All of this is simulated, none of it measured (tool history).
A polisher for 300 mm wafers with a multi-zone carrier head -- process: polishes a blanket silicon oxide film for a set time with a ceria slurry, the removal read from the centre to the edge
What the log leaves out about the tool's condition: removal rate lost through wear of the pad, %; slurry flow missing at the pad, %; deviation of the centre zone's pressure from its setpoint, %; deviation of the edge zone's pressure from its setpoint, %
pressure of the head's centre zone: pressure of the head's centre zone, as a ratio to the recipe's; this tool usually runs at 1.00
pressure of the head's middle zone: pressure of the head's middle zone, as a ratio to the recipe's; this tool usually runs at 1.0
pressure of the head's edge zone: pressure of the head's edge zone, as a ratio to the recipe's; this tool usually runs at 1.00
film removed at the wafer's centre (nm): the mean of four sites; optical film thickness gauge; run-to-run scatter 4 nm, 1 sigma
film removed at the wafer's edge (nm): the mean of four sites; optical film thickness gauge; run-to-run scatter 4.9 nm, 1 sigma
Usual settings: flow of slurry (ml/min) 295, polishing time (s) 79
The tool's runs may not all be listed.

run    day  flow of slurry (ml/min)  pressure of the head's centre zone  pressure of the head's middle zone  pressure of the head's edge zone  polishing time (s)  wafers since the last listed run  wafers polished on this pad  hours since the slurry nozzle was cleaned  hours since the centre zone pressure was calibrated  hours since the edge zone pressure was calibrated  hours since the carrier head's membrane was replaced  incoming thickness of the incoming film, nm  film removed at the wafer's centre (nm)  film removed at the wafer's edge (nm)
  1  0.000                      295                                1.00                                 1.0                              1.00                  79                                 0                           84                                      558.9                                                330.9                                             1176.0                                                 494.3                                       1852.6                                    317.3                                  322.1
  2  0.417                      295                                0.97                                 1.0                              1.06                  79                                68                          152                                      568.9                                                340.9                                             1186.0                                                 504.3                                       1864.1                                    306.4                                  322.7
  3  0.946                      295                                0.97                                 1.0                              1.06                  79                                86                          238                                      581.6                                                353.6                                             1198.7                                                 517.0                                       1874.1                                    298.0                                  332.8
  4  1.379                      295                                1.00                                 1.0                              1.00                  79                                70                          309                                      592.0                                                364.0                                             1209.1                                                 527.4                                       1843.5                                    315.2                                  317.0
  5  1.683                      295                                1.00                                 1.0                              1.00                  79                                49                          358                                      599.3                                                371.3                                             1216.4                                                 534.7                                       1886.4                                    308.1                                  310.3
  6  2.354                      295                                1.00                                 1.0                              1.00                  79                               109                          468                                      615.4                                                387.4                                             1232.5                                                 550.8                                       1866.9                                    290.3                                  299.4
  7  2.879                      295                                1.00                                 1.0                              1.00                  79                                85                          554                                      628.0                                                400.0                                             1245.1                                                 563.4                                       1849.7                                    285.0                                  291.1
     3.188  -- edge zone pressure recalibrated
     3.729  -- worn pad replaced by a new one
  8  4.183                      295                                1.00                                 1.0                              1.00                  79                               172                           74                                      659.3                                                431.3                                               23.9                                                 594.7                                       1826.2                                    322.2                                  327.2
  9  4.754                      295                                1.00                                 1.0                              1.00                  79                                93                          167                                      673.0                                                445.0                                               37.6                                                 608.4                                       1874.0                                    314.5                                  330.2
 10  5.125                      295                                0.97                                 1.0                              0.95                  79                                60                          227                                      681.9                                                453.9                                               46.5                                                 617.3                                       1895.1                                    311.6                                  308.3
     5.492  -- carrier head's membrane replaced by a new one
 11  5.712                      295                                1.10                                 1.0                              1.00                  79                                61                          289                                      696.0                                                468.0                                               60.6                                                   5.3                                       1828.3                                    352.3                                  313.4
     5.904  -- slurry nozzle cleaned
 12  6.108                      335                                1.00                                 1.0                              1.00                  79                                57                          347                                        4.9                                                477.5                                               70.1                                                  14.8                                       1833.1                                    302.7                                  315.5
     6.212  -- centre zone pressure recalibrated
 13  6.588                      240                                1.00                                 0.9                              1.00                  79                                64                          412                                       16.4                                                  9.0                                               81.6                                                  26.3                                       1856.5                                    296.1                                  302.2
     6.938  -- worn pad replaced by a new one
 14  7.200                      295                                1.00                                 1.0                              1.00                  79                                72                           42                                       31.1                                                 23.7                                               96.3                                                  41.0                                       1855.8                                    314.0                                  325.7
 15  7.788                      295                                1.00                                 1.0                              1.12                  79                                95                          138                                       45.2                                                 37.8                                              110.4                                                  55.1                                       1874.4                                    312.9                                  354.8
 16  8.283                      295                                1.00                                 1.0                              1.00                  79                                80                          219                                       57.1                                                 49.7                                              122.3                                                  67.0                                       1848.7                                    322.6                                  327.3
 17  8.633                      295                                1.00                                 1.0                              1.00                  79                                57                          276                                       65.5                                                 58.1                                              130.7                                                  75.4                                       1856.8                                    319.7                                  322.2
 18  9.083                      295                                1.00                                 1.0                              1.00                  72                                73                          350                                       76.3                                                 68.9                                              141.5                                                  86.2                                       1877.5                                    276.1                                  285.8

Subtracting, for every run, the result it would have given without the tool's unlogged condition from the measured result gives the following. The same run-to-run variation enters both numbers; the gauge's scatter may not:
run  film removed at the wafer's centre (nm)  film removed at the wafer's edge (nm)
  1                                     -6.6                                   -6.7
  2                                     -8.1                                   -8.5
  3                                    -11.3                                  -12.6
  4                                    -16.2                                  -16.2
  5                                    -19.4                                  -19.6
  6                                    -28.0                                  -29.0
  7                                    -37.5                                  -38.2
  8                                     -0.6                                   -0.6
  9                                     -2.9                                   -3.0
 10                                     -5.3                                   -5.1
 11                                    -12.1                                  -10.8
 12                                    -15.3                                  -16.0
 13                                    -22.1                                  -22.6
 14                                     -2.0                                   -2.0
 15                                     -3.7                                   -4.2
 16                                     -6.9                                   -7.0
 17                                     -9.8                                  -10.0
 18                                    -12.9                                  -13.4
